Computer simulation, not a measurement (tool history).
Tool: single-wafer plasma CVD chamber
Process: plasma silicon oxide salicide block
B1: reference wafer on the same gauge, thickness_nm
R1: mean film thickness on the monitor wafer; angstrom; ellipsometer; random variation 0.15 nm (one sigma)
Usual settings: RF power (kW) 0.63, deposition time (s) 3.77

Run 1, hour 0: usual settings; B1 40.967. Result: R1 373.14 angstrom.
Run 2, hour 19.7: usual settings; B1 40.984. Result: R1 375.21 angstrom.
Run 3, hour 70.1: usual settings; B1 41.033. Result: R1 376.43 angstrom.
Run 4, hour 98.4: usual settings but RF power (kW) 0.66; B1 41.068. Result: R1 381.32 angstrom.
Run 5, hour 117: usual settings but RF power (kW) 0.66; B1 41.099. Result: R1 381.24 angstrom.
Run 6, hour 145.6: usual settings but RF power (kW) 0.66; B1 41.197. Result: R1 385.14 angstrom.
Run 7, hour 181.6: usual settings but deposition time (s) 4.07; B1 41.255. Result: R1 406.35 angstrom.
At hour 203.1: gauge calibrated.
Run 8, hour 203.6: usual settings but RF power (kW) 0.725; B1 40.693. Result: R1 392.28 angstrom.
Run 9, hour 227.3: usual settings but RF power (kW) 0.725; B1 40.809. Result: R1 392.78 angstrom.
At hour 245: RF generator calibrated.
Run 10, hour 254.5: usual settings but RF power (kW) 0.545; B1 40.872. Result: R1 355.09 angstrom.
Run 11, hour 275.5: usual settings but deposition time (s) 4.12; B1 40.865. Result: R1 409.04 angstrom.
Run 12, hour 295: usual settings but deposition time (s) 4.12; B1 40.859. Result: R1 409.54 angstrom.
Run 13, hour 309.9: usual settings but deposition time (s) 4.12; B1 40.996. Result: R1 408.63 angstrom.
Run 14, hour 331.8: usual settings but RF power (kW) 0.59; B1 40.909. Result: R1 367.46 angstrom.

Forecast run 15:
Run 15, hour 358.6: usual settings but RF power (kW) 0.725; B1 ?. Result: R1 ?.

B1: 40.993
R1: 392.6 angstrom
Without the tool's hidden state the same run would have given R1 390.64 angstrom.
